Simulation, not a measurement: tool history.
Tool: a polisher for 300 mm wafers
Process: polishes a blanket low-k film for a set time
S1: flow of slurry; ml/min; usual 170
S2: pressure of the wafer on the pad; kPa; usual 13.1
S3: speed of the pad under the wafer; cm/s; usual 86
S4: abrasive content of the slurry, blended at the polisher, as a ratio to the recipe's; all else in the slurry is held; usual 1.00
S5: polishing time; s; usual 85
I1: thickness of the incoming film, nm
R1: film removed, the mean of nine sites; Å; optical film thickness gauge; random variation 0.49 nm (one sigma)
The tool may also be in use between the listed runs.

| run | day | S1 | S2 | S3 | S4 | S5 | I1 | R1 |
|---|---|---|---|---|---|---|---|---|
| 1 | 0.000 | 170 | 13.1 | 86 | 1.00 | 85 | 557.9 | 307 |
| 2 | 0.317 | 170 | 13.1 | 86 | 1.00 | 61 | 567.2 | 216 |
| 3 | 0.996 | 170 | 13.1 | 86 | 1.00 | 61 | 558.4 | 210 |
| 4 | 1.371 | 170 | 13.1 | 86 | 1.00 | 85 | 564.6 | 293 |
| 5 | 3.138 | 170 | 16.5 | 86 | 1.00 | 85 | 560.0 | 352 |
|  | 3.542 | head pressure recalibrated |
| 6 | 3.700 | 170 | 16.5 | 86 | 1.00 | 85 | 560.5 | 347 |
|  | 4.054 | slurry nozzle cleaned |
|  | 4.121 | worn pad replaced by a new one, of another model than before |
| 7 | 4.254 | 135 | 15.9 | 86 | 1.00 | 85 | 559.7 | 301 |
|  | 4.558 | conditioning disc replaced and pad reconditioned |
|  | 5.021 | slurry blender recalibrated |
| 8 | 5.042 | 125 | 13.1 | 86 | 1.00 | 85 | 560.6 | 320 |
| 9 | 5.283 | 130 | 13.1 | 86 | 1.00 | 85 | 556.0 | 312 |
| 10 | 6.958 | 170 | 13.1 | 86 | 1.00 | 85 | 569.2 | 307 |
| 11 | 7.375 | 125 | 13.1 | 86 | 1.00 | 85 | 562.0 | 279 |
| 12 | 7.983 | 170 | 13.1 | 86 | 1.00 | 85 | 548.3 | 287 |
| 13 | 8.592 | 170 | 13.1 | 104 | 0.75 | 85 | 562.5 | 276 |
| 14 | 8.983 | 170 | 13.1 | 86 | 1.00 | 96 | 569.3 | 323 |

4 ways to go on from here, each from the tool as it stands after run 14. What would each give?
| A | 9.004 | 170 | 13.1 | 86 | 1.00 | 85 | 559.2 | ? |
| B | 9.004 | 170 | 11.0 | 98 | 1.00 | 85 | 559.2 | ? |
| C | 9.004 | 170 | 13.1 | 86 | 0.80 | 85 | 559.2 | ? |
| D | 9.004 | 185 | 13.1 | 86 | 1.00 | 85 | 559.2 | ? |

| run | R1 |
|---|---|
| A | 290 |
| B | 273 |
| C | 270 |
| D | 293 |
Without the tool's hidden state the same runs would have given:
| run | R1 |
|---|---|
| A | 346 |
| B | 323 |
| C | 322 |
| D | 349 |

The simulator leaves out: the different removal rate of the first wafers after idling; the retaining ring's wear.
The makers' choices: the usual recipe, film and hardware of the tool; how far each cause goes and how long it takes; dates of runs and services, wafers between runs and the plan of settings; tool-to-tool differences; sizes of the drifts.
